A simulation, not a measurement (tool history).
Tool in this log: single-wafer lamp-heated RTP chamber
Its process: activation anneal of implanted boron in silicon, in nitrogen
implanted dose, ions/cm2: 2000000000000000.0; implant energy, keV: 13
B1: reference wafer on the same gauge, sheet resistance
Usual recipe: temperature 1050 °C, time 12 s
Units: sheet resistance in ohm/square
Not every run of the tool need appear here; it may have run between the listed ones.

run 1 day=0.000 | temperature=1050 time=12 | B1=62.45 | sheet_resistance=71.69
run 2 day=2.971 | temperature=1050 time=12 | B1=62.48 | sheet_resistance=72.03
run 3 day=5.250 | temperature=1050 time=12 | B1=62.48 | sheet_resistance=71.97
run 4 day=6.838 | temperature=1050 time=12 | B1=62.49 | sheet_resistance=72.10
run 5 day=8.429 | temperature=1061 time=12 | B1=62.47 | sheet_resistance=69.17
run 6 day=10.362 | temperature=1042 time=12 | B1=62.49 | sheet_resistance=73.71
run 7 day=12.162 | temperature=1050 time=7 | B1=62.50 | sheet_resistance=74.68
run 8 day=15.133 | temperature=1050 time=7 | B1=62.47 | sheet_resistance=74.64
run 9 day=20.696 | temperature=1050 time=14 | B1=62.53 | sheet_resistance=71.08
run 10 day=22.267 | temperature=1031 time=12 | B1=62.54 | sheet_resistance=76.95
run 11 day=24.296 | temperature=1050 time=8 | B1=62.51 | sheet_resistance=73.84
run 12 day=26.854 | temperature=1050 time=12 | B1=62.49 | sheet_resistance=72.04
run 13 day=28.896 | temperature=1050 time=12 | B1=62.51 | sheet_resistance=71.90
run 14 day=30.042 | temperature=1050 time=12 | B1=62.51 | sheet_resistance=71.88
run 15 day=32.950 | temperature=1050 time=12 | B1=62.47 | sheet_resistance=71.77
run 16 day=35.742 | temperature=1050 time=12 | B1=62.48 | sheet_resistance=71.72
run 17 day=38.654 | temperature=1050 time=12 | B1=62.55 | sheet_resistance=72.21
run 18 day=45.588 | temperature=1050 time=12 | B1=62.47 | sheet_resistance=71.69
run 19 day=46.900 | temperature=1050 time=12 | B1=62.52 | sheet_resistance=71.74
run 20 day=48.942 | temperature=1050 time=12 | B1=62.46 | sheet_resistance=71.85
run 21 day=50.312 | temperature=1033 time=14 | B1=62.48 | sheet_resistance=75.80
run 22 day=52.575 | temperature=1074 time=12 | B1=62.52 | sheet_resistance=66.46
run 23 day=54.267 | temperature=1026 time=14 | B1=62.49 | sheet_resistance=77.69
run 24 day=56.417 | temperature=1076 time=6 | B1=62.46 | sheet_resistance=69.49
run 25 day=57.600 | temperature=1034 time=14 | B1=62.46 | sheet_resistance=75.39
run 26 day=60.392 | temperature=1023 time=9 | B1=62.52 | sheet_resistance=80.84
run 27 day=62.029 | temperature=1050 time=12 | B1=62.52 | sheet_resistance=72.07
run 28 day=66.271 | temperature=1039 time=5 | B1=62.50 | sheet_resistance=78.56
run 29 day=68.042 | temperature=1050 time=12 | B1=62.48 | sheet_resistance=71.76
run 30 day=70.108 | temperature=1050 time=12 | B1=62.54 | sheet_resistance=71.72
run 31 day=72.367 | temperature=1050 time=12 | B1=62.52 | sheet_resistance=71.94
run 32 day=74.604 | temperature=1050 time=12 | B1=62.42 | sheet_resistance=71.84
run 33 day=76.771 | temperature=1058 time=14 | B1=62.51 | sheet_resistance=69.30
run 34 day=77.788 | temperature=1064 time=9 | B1=62.50 | sheet_resistance=69.85
run 35 day=79.338 | temperature=1064 time=14 | B1=62.53 | sheet_resistance=67.99
run 36 day=81.246 | temperature=1034 time=6 | B1=62.55 | sheet_resistance=79.72
run 37 day=83.096 | temperature=1035 time=18 | B1=62.51 | sheet_resistance=74.37

Not shown: 11 entries that the log had between the listed runs. Between which runs, and how does the tool's hidden state differ before and after?
Between runs 6 and 7: pyrometer window cleaned and pyrometer calibrated (day 11.946)
  nothing in the hidden state changes from one run to the other
Between runs 7 and 8: reflector plate cleaned (day 14.162)
  nothing in the hidden state changes from one run to the other
Between runs 11 and 12: pyrometer window cleaned and pyrometer calibrated (day 26.233)
  nothing in the hidden state changes from one run to the other
Between runs 14 and 15: reflector plate cleaned (day 30.633)
  nothing in the hidden state changes from one run to the other
Between runs 17 and 18: gauge calibrated (day 39.842); pyrometer window cleaned and pyrometer calibrated (day 41.096)
  nothing in the hidden state changes from one run to the other
Between runs 18 and 19: reflector plate cleaned (day 46.012)
  nothing in the hidden state changes from one run to the other
Between runs 25 and 26: pyrometer window cleaned and pyrometer calibrated (day 58.983)
  nothing in the hidden state changes from one run to the other
Between runs 27 and 28: reflector plate cleaned (day 64.138)
  nothing in the hidden state changes from one run to the other
Between runs 31 and 32: pyrometer window cleaned and pyrometer calibrated (day 74.550)
  nothing in the hidden state changes from one run to the other
Between runs 36 and 37: reflector plate cleaned (day 81.729)
  nothing in the hidden state changes from one run to the other
